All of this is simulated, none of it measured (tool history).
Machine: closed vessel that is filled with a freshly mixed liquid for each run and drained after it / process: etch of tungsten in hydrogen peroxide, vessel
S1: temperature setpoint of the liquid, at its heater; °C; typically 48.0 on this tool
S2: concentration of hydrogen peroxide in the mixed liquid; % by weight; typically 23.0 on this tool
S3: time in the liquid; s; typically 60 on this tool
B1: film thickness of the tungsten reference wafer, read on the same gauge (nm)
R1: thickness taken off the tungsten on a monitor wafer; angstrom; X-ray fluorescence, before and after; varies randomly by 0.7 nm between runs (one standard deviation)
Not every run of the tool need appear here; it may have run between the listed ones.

{"run": 1, "hour": 0.0, "S1": 48.0, "S2": 23.0, "S3": 35, "B1": 80.0, "R1": 468.9}
{"run": 2, "hour": 16.5, "S1": 48.0, "S2": 23.0, "S3": 60, "B1": 80.01, "R1": 802.3}
{"run": 3, "hour": 30.5, "S1": 48.0, "S2": 23.0, "S3": 60, "B1": 80.01, "R1": 800.0}
{"run": 4, "hour": 48.6, "S1": 48.0, "S2": 25.0, "S3": 60, "B1": 79.96, "R1": 828.8}
{"hour": 63.5, "done": "new drum of peroxide connected"}
{"run": 5, "hour": 77.9, "S1": 48.0, "S2": 25.0, "S3": 60, "B1": 80.01, "R1": 866.3}
{"run": 6, "hour": 90.2, "S1": 48.0, "S2": 20.0, "S3": 70, "B1": 80.01, "R1": 887.2}
{"run": 7, "hour": 97.3, "S1": 48.0, "S2": 23.0, "S3": 60, "B1": 80.03, "R1": 816.9}
{"run": 8, "hour": 106.7, "S1": 48.0, "S2": 23.0, "S3": 60, "B1": 79.99, "R1": 811.0}
{"run": 9, "hour": 118.6, "S1": 48.0, "S2": 27.5, "S3": 60, "B1": 80.02, "R1": 889.1}
{"run": 10, "hour": 131.1, "S1": 48.0, "S2": 23.0, "S3": 60, "B1": 80.03, "R1": 822.6}
{"hour": 141.0, "done": "peroxide flow meter replaced"}
{"run": 11, "hour": 147.8, "S1": 48.0, "S2": 23.0, "S3": 60, "B1": 80.02, "R1": 817.6}
{"run": 12, "hour": 164.1, "S1": 48.0, "S2": 23.0, "S3": 60, "B1": 80.0, "R1": 816.5}
{"run": 13, "hour": 173.8, "S1": 51.5, "S2": 26.0, "S3": 50, "B1": 80.01, "R1": 877.9}
{"run": 14, "hour": 180.9, "S1": 48.0, "S2": 23.0, "S3": 30, "B1": 80.0, "R1": 404.4}
{"hour": 188.0, "done": "thermometer replaced"}
{"run": 15, "hour": 193.1, "S1": 51.0, "S2": 23.0, "S3": 90, "B1": 80.01, "R1": 1644.2}
{"run": 16, "hour": 199.6, "S1": 48.0, "S2": 19.0, "S3": 60, "B1": 80.0, "R1": 810.6}
{"run": 17, "hour": 215.3, "S1": 42.5, "S2": 16.5, "S3": 40, "B1": 80.0, "R1": 354.1}
{"hour": 219.1, "done": "gauge calibrated"}
{"run": 18, "hour": 222.3, "S1": 44.0, "S2": 20.0, "S3": 70, "B1": 79.99, "R1": 766.1}
{"run": 19, "hour": 229.2, "S1": 48.0, "S2": 23.0, "S3": 90, "B1": 79.98, "R1": 1337.0}
{"run": 20, "hour": 239.4, "S1": 48.0, "S2": 17.0, "S3": 40, "B1": 79.99, "R1": 515.3}
{"run": 21, "hour": 248.0, "S1": 51.0, "S2": 26.5, "S3": 85, "B1": 80.01, "R1": 1645.6}
{"run": 22, "hour": 262.0, "S1": 52.0, "S2": 23.0, "S3": 35, "B1": 80.01, "R1": 673.7}
{"run": 23, "hour": 273.1, "S1": 48.0, "S2": 23.0, "S3": 60, "B1": 79.99, "R1": 892.8}
{"run": 24, "hour": 289.0, "S1": 51.5, "S2": 26.0, "S3": 50, "B1": 80.0, "R1": 976.7}
{"run": 25, "hour": 295.2, "S1": 48.0, "S2": 23.0, "S3": 60, "B1": 79.99, "R1": 893.8}
{"run": 26, "hour": 309.9, "S1": 48.0, "S2": 23.0, "S3": 60, "B1": 80.0, "R1": 894.2}
{"run": 27, "hour": 316.6, "S1": 48.0, "S2": 23.0, "S3": 60, "B1": 80.04, "R1": 882.2}
{"run": 28, "hour": 325.2, "S1": 56.0, "S2": 18.0, "S3": 70, "B1": 80.01, "R1": 1482.5}
{"run": 29, "hour": 371.6, "S1": 55.5, "S2": 20.0, "S3": 60, "B1": 80.0, "R1": 1300.2}

Predict each of these 5 candidate next runs independently; none follows another, all start after run 29:
{"run": "A", "hour": 372.3, "S1": 48.0, "S2": 23.0, "S3": 40, "B1": "?", "R1": "?"}
{"run": "B", "hour": 372.3, "S1": 48.0, "S2": 23.0, "S3": 75, "B1": "?", "R1": "?"}
{"run": "C", "hour": 372.3, "S1": 56.0, "S2": 25.0, "S3": 60, "B1": "?", "R1": "?"}
{"run": "D", "hour": 372.3, "S1": 41.0, "S2": 29.5, "S3": 60, "B1": "?", "R1": "?"}
{"run": "E", "hour": 372.3, "S1": 56.5, "S2": 20.5, "S3": 35, "B1": "?", "R1": "?"}

run=A B1=80.01 R1=580.3
run=B B1=80.01 R1=1088.1
run=C B1=80.01 R1=1472.2
run=D B1=80.01 R1=632.7
run=E B1=80.01 R1=800.9
Take away the tool's hidden state, keep each run's random variation, and the runs would have read:
run=A R1=609.8
run=B R1=1143.4
run=C R1=1545.9
run=D R1=665.3
run=E R1=841.0
